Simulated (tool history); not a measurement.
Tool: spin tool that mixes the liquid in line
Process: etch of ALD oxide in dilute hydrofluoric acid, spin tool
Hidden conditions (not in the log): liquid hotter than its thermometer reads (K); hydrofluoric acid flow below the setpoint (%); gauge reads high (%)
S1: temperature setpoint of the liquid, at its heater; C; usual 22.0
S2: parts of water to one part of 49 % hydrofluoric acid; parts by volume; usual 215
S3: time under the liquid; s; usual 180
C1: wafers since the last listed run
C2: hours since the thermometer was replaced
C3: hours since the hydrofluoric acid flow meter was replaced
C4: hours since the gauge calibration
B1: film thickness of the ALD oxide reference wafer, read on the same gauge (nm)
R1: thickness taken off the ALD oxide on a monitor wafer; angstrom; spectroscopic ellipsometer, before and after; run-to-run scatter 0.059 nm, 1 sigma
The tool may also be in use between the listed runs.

run	hour	S1	S2	S3	C1	C2	C3	C4	B1	R1
1	0.0	22.0	215	180	0	2108.0	1230.8	352.2	149.99	111.2
2	35.6	22.0	215	180	155	2143.6	1266.4	387.8	150.01	111.3
3	50.2	22.0	215	180	63	2158.2	1281.0	402.4	150.01	110.4
4	66.7	22.0	215	180	72	2174.7	1297.5	418.9	149.98	111.0
5	92.6	22.0	215	180	113	2200.6	1323.4	444.8	149.97	111.5
6	114.0	22.0	215	180	93	2222.0	1344.8	466.2	149.97	109.8
7	133.8	22.0	215	180	86	2241.8	1364.6	486.0	150.00	110.1
8	164.7	19.0	155	180	135	2272.7	1395.5	516.9	149.99	144.5
9	199.3	19.0	155	180	151	2307.3	1430.1	551.5	150.01	145.6
10	232.9	22.0	215	100	147	2340.9	1463.7	585.1	150.00	61.1
11	252.6	22.0	215	100	86	2360.6	1483.4	604.8	150.06	61.2
# hour 257.2: hydrofluoric acid flow meter replaced
12	280.6	22.0	215	100	118	2388.6	23.4	632.8	150.02	61.2
13	293.3	19.5	215	180	55	2401.3	36.1	645.5	149.99	99.2
14	308.3	22.0	215	180	65	2416.3	51.1	660.5	149.98	110.4
15	323.4	22.0	165	280	66	2431.4	66.2	675.6	149.97	235.2
# hour 341.2: thermometer replaced
16	357.9	19.5	215	225	146	16.7	100.7	710.1	149.99	123.8
17	393.5	22.0	125	180	155	52.3	136.3	745.7	149.97	206.4
18	419.4	22.0	215	80	113	78.2	162.2	771.6	149.97	49.2
# hour 442.6: gauge calibrated
19	477.3	22.0	215	180	253	136.1	220.1	34.7	149.97	111.1
20	560.8	22.0	215	140	365	219.6	303.6	118.2	150.01	86.1
21	593.8	22.0	215	225	144	252.6	336.6	151.2	149.99	137.5
22	626.8	22.0	215	180	144	285.6	369.6	184.2	149.99	111.1
23	639.3	22.0	215	180	54	298.1	382.1	196.7	150.03	110.3
24	652.5	23.5	155	180	57	311.3	395.3	209.9	149.96	172.1
25	680.9	17.5	245	180	124	339.7	423.7	238.3	149.99	79.2
26	707.2	25.5	125	75	115	366.0	450.0	264.6	149.98	100.2
27	723.8	18.5	215	180	72	382.6	466.6	281.2	150.05	96.9

Consider 4 possible next runs. They are alternatives, not a sequence: every one starts from the tool as it was left by run 27. What does each give?
A	724.3	22.0	215	180	2	383.1	467.1	281.7	?	?
B	724.3	24.5	185	220	2	383.1	467.1	281.7	?	?
C	724.3	24.0	215	80	2	383.1	467.1	281.7	?	?
D	724.3	22.0	180	145	2	383.1	467.1	281.7	?	?

run	B1	R1
A	150.03	110.6
B	150.03	178.0
C	150.03	52.9
D	150.03	110.3
What these runs would have given with no unlogged condition in the tool:
run	R1
A	110.6
B	178.0
C	52.9
D	110.3
